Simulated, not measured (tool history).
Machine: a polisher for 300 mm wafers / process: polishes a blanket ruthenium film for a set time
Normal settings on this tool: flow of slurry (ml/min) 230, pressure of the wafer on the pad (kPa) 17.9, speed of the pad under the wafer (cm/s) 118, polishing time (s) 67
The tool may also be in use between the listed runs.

run,day,flow of slurry (ml/min),pressure of the wafer on the pad (kPa),speed of the pad under the wafer (cm/s),polishing time (s),"incoming thickness of the incoming film, nm",film removed (nm)
1,0.000,230,17.9,118,67,593.5,99.9
2,1.058,230,17.9,118,67,584.4,99.3
3,2.392,230,17.9,118,67,579.2,98.4
4,4.896,230,17.9,118,67,590.7,97.1
5,7.867,230,17.9,118,67,595.4,95.8
6,9.117,230,17.9,118,67,594.1,95.7
# day 9.300: worn pad replaced by a new one
7,10.708,230,17.9,118,67,583.9,96.5
8,12.746,270,17.9,148,67,578.4,114.7
# day 14.262: head pressure recalibrated
9,15.300,290,17.9,118,67,590.9,99.2
10,16.679,230,17.9,118,67,602.8,95.0
# day 16.838: slurry nozzle cleaned
11,25.308,230,17.9,118,67,595.0,98.7
12,26.667,230,17.9,118,67,587.6,98.0
13,29.504,230,20.0,118,67,587.1,104.8
# day 30.142: worn pad replaced by a new one
14,34.954,230,17.9,118,67,589.5,97.4
15,36.088,230,17.9,144,67,594.0,110.9
# day 37.442: slurry nozzle cleaned
16,37.642,205,17.9,94,80,596.3,105.0
17,38.871,265,22.8,134,87,590.9,177.2
18,40.454,295,17.9,118,67,583.4,103.9
19,42.817,190,17.9,118,59,589.0,85.9
20,44.312,230,17.9,118,67,602.3,99.5
21,45.742,270,23.4,118,67,601.8,124.7

For run 22, what comes out?
# day 47.938: worn pad replaced by a new one
22,48.558,165,20.7,92,86,601.0,?

Run 22 measured film removed (nm) 114.9.
With the hidden condition absent and the run-to-run variation left alone, this run would have shown film removed (nm) 119.6.

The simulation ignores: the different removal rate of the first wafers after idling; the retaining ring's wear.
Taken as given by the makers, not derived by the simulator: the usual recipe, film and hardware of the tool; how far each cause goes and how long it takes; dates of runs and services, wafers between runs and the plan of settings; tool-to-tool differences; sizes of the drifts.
